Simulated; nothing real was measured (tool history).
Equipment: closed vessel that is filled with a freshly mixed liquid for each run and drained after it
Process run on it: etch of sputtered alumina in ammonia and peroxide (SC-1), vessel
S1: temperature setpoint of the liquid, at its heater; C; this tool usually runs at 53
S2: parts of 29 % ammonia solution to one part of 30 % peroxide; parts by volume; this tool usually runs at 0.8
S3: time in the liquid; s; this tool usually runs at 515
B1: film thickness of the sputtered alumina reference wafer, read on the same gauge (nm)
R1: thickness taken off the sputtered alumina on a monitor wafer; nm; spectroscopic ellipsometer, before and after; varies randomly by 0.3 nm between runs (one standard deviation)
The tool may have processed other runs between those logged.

run   hour    S1    S2   S3      B1     R1
  1      0    53   0.8  515  129.98  31.35
      24.3  -- new drum of ammonia solution connected
  2   30.4    53   0.8  515     130  31.25
  3    135    53   0.8  515  129.98  31.09
  4  232.5    53   0.8  515  129.99  30.94
  5  258.7    53   0.8  515  129.97   30.6
  6  280.7    53   0.8  515  130.04  30.88
  7  307.5  46.5  1.05  385     130  16.45
  8  341.9  56.5   0.8  695  130.02   50.1
  9  365.7    53   0.8  515     130  31.35
 10    398    53  0.55  515     130  29.52
 11    411  56.5   0.8  695  130.02  49.37
     424.1  -- new drum of ammonia solution connected
 12  433.3    53  0.45  515  129.97  29.35
 13  469.3  57.5   0.8  515  129.99  39.14
     484.7  -- ammonia flow meter replaced
 14  502.3    53  0.45  515  129.97  28.87
 15  526.4    53   0.8  515     130  30.47
 16    562  57.5  1.05  815     130  63.62
 17  597.8    53  0.55  610     130  35.29
 18  611.4  61.5     1  515  130.03  48.65
 19  640.1    63   0.5  515     130  48.48
 20  679.9    50   0.8  350     130   17.5

Predict the results of run 21:
 21  699.9  53  1.1  670   ?   ?

B1: 130.02
R1: 40.8 nm
Minus the tool's unlogged condition, the same run would have read R1 43.35 nm.
